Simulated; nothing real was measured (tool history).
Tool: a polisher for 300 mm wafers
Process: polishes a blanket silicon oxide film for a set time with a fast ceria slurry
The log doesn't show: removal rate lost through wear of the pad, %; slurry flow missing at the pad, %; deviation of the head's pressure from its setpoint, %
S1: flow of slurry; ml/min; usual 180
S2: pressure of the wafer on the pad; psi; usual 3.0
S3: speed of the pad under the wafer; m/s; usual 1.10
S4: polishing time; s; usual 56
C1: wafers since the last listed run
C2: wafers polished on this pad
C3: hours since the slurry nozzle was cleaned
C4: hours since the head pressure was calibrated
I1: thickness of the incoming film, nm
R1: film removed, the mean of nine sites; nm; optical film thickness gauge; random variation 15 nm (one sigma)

run    hour   S1   S2    S3  S4    C1    C2     C3      C4      I1      R1
  1     0.0  180  3.0  1.10  45     0   581  102.8   132.6  3725.3   895.0
  2    36.4  180  3.0  1.10  45   305   886  139.2   169.0  3688.1   871.4
  3    86.2  180  3.0  1.10  45   418  1305  189.0   218.8  3688.4   846.6
  4   134.2  205  3.0  1.10  56   403  1708  237.0   266.8  3664.9  1069.2
  5   191.9  205  3.0  1.10  56   484  2193  294.7   324.5  3684.4  1053.6
      226.9  -- worn pad replaced by a new one
      288.9  -- slurry nozzle cleaned
  6   292.7  180  3.0  1.10  56   804   544    3.8   425.3  3654.6  1100.5
  7   353.8  180  3.0  1.10  56   513  1057   64.9   486.4  3647.0  1073.5
  8   394.1  215  3.0  1.10  56   338  1395  105.2   526.7  3668.9  1101.4
  9   455.1  180  3.0  1.10  56   512  1908  166.2   587.7  3734.7  1035.6
 10   480.2  180  3.0  1.10  56   210  2119  191.3   612.8  3682.8   985.1
      557.2  -- worn pad replaced by a new one
 11   682.5  180  3.0  1.10  56  1665  1052  393.6   815.1  3741.0  1110.3
 12   715.8  180  3.0  1.10  56   279  1332  426.9   848.4  3739.1  1049.7
      741.0  -- slurry nozzle cleaned
 13   781.3  180  3.0  1.10  56   541  1874   40.3   913.9  3697.8  1042.7
 14   842.9  180  3.2  1.10  56   517  2391  101.9   975.5  3729.7  1090.8
 15   901.5  240  3.0  0.82  56   492  2883  160.5  1034.1  3686.3   888.1
      906.9  -- worn pad replaced by a new one, of another model than before
 16   944.7  180  2.4  0.96  36   329   317  203.7  1077.3  3711.0   562.1
      971.0  -- head pressure recalibrated
 17   994.7  180  3.0  1.44  61   403   720  253.7    23.7  3693.2  1496.2
 18  1064.6  180  3.0  1.10  56   587  1307  323.6    93.6  3760.6  1063.6
 19  1119.1  235  3.5  1.10  56   457  1765  378.1   148.1  3723.0  1219.9
 20  1148.7  180  3.0  1.10  72   248  2014  407.7   177.7  3697.4  1338.9
 21  1173.5  180  4.0  1.10  64   208  2222  432.5   202.5  3624.6  1367.1
     1210.4  -- slurry nozzle cleaned
 22  1222.8  180  3.9  1.10  56   405  2628   12.4   251.8  3759.3  1165.7
     1234.6  -- worn pad replaced by a new one
 23  1390.2  145  3.0  0.92  56  1372  1306  179.8   419.2  3751.6   850.5
 24  1452.2  180  3.0  1.10  56   520  1827  241.8   481.2  3660.8  1054.0

The next listed run, before its measurement:
 25  1505.9  180  3.2  1.10  56  451  2278  295.5  534.9  3718.0   ?

{"run 25": {"R1": 1023.0}}
Without the tool's hidden state the same run would have given R1 1148.9 nm.

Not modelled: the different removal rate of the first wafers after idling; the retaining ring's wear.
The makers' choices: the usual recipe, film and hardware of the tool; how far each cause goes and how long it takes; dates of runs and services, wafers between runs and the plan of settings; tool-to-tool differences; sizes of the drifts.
